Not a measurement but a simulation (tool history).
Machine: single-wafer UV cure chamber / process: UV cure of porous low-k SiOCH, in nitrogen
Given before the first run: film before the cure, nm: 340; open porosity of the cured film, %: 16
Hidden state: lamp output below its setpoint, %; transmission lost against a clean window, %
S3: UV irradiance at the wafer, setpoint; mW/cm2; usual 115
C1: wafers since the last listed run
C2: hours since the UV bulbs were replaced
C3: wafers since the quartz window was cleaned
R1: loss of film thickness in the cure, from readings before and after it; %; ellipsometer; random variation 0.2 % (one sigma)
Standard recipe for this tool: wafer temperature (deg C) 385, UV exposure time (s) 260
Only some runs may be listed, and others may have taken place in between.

Run 1, day 0.000: usual settings but wafer temperature (deg C) 401; C1 0; C2 1167.0; C3 9. Result: R1 11.474 %.
Run 2, day 3.267: usual settings; C1 837; C2 1245.4; C3 847. Result: R1 11.530 %.
Run 3, day 5.204: usual settings; C1 496; C2 1291.9; C3 1344. Result: R1 11.598 %.
Run 4, day 9.033: usual settings; C1 981; C2 1383.8; C3 2325. Result: R1 10.877 %.
Run 5, day 13.354: usual settings; C1 1107; C2 1487.5; C3 3433. Result: R1 11.232 %.
Run 6, day 16.038: usual settings but wafer temperature (deg C) 372, UV exposure time (s) 140; C1 687; C2 1551.9; C3 4121. Result: R1 8.428 %.
At day 16.621: quartz window cleaned.
Run 7, day 19.954: usual settings but wafer temperature (deg C) 372, UV exposure time (s) 140; C1 918; C2 1645.9; C3 854. Result: R1 8.506 %.
Run 8, day 23.821: usual settings; C1 991; C2 1738.7; C3 1845. Result: R1 11.178 %.
Run 9, day 27.479: usual settings; C1 937; C2 1826.5; C3 2783. Result: R1 11.348 %.
Run 10, day 29.417: usual settings; C1 496; C2 1873.0; C3 3280. Result: R1 11.154 %.
At day 32.221: quartz window cleaned.
Run 11, day 33.662: usual settings but UV exposure time (s) 310; C1 1003; C2 1974.9; C3 369. Result: R1 12.184 %.
Run 12, day 37.738: usual settings but UV exposure time (s) 310; C1 1044; C2 2072.7; C3 1414. Result: R1 11.731 %.
Run 13, day 40.458: usual settings but UV exposure time (s) 310; C1 697; C2 2138.0; C3 2112. Result: R1 12.495 %.
Run 14, day 43.267: usual settings but wafer temperature (deg C) 379, UV exposure time (s) 315, S3 131 mW/cm2; C1 719; C2 2205.4; C3 2831. Result: R1 12.429 %.
Run 15, day 47.442: usual settings but wafer temperature (deg C) 393, UV exposure time (s) 380, S3 101 mW/cm2; C1 1070; C2 2305.6; C3 3902. Result: R1 12.358 %.
At day 49.708: quartz window cleaned.
Run 16, day 51.129: usual settings; C1 859; C2 2394.1; C3 364. Result: R1 11.371 %.
Run 17, day 53.933: usual settings; C1 718; C2 2461.4; C3 1083. Result: R1 11.121 %.
At day 55.088: UV bulbs replaced.
Run 18, day 57.904: usual settings; C1 932; C2 67.6; C3 2015. Result: R1 10.915 %.
Run 19, day 60.962: usual settings but wafer temperature (deg C) 374, UV exposure time (s) 395; C1 784; C2 141.0; C3 2799. Result: R1 12.817 %.
Run 20, day 63.892: usual settings; C1 750; C2 211.3; C3 3550. Result: R1 11.409 %.
At day 64.946: quartz window cleaned.
Run 21, day 67.683: usual settings but wafer temperature (deg C) 368, UV exposure time (s) 120; C1 886; C2 302.3; C3 702. Result: R1 7.796 %.
Run 22, day 69.788: usual settings but wafer temperature (deg C) 402, UV exposure time (s) 190, S3 131 mW/cm2; C1 539; C2 352.8; C3 1241. Result: R1 10.634 %.
Run 23, day 71.317: usual settings but wafer temperature (deg C) 372; C1 392; C2 389.5; C3 1633. Result: R1 10.792 %.
Run 24, day 75.254: usual settings but S3 151 mW/cm2; C1 1009; C2 484.0; C3 2643. Result: R1 12.511 %.
Run 25, day 77.738: usual settings but S3 152 mW/cm2; C1 636; C2 543.6; C3 3279. Result: R1 12.572 %.
Run 26, day 81.162: usual settings but wafer temperature (deg C) 366, UV exposure time (s) 320; C1 878; C2 625.8; C3 4157. Result: R1 11.939 %.

List, for all runs, the conditions of the tool that the log does not record:
lamp output below its setpoint, %: 0, the same for each run
transmission lost against a clean window, %: 0, the same for each run

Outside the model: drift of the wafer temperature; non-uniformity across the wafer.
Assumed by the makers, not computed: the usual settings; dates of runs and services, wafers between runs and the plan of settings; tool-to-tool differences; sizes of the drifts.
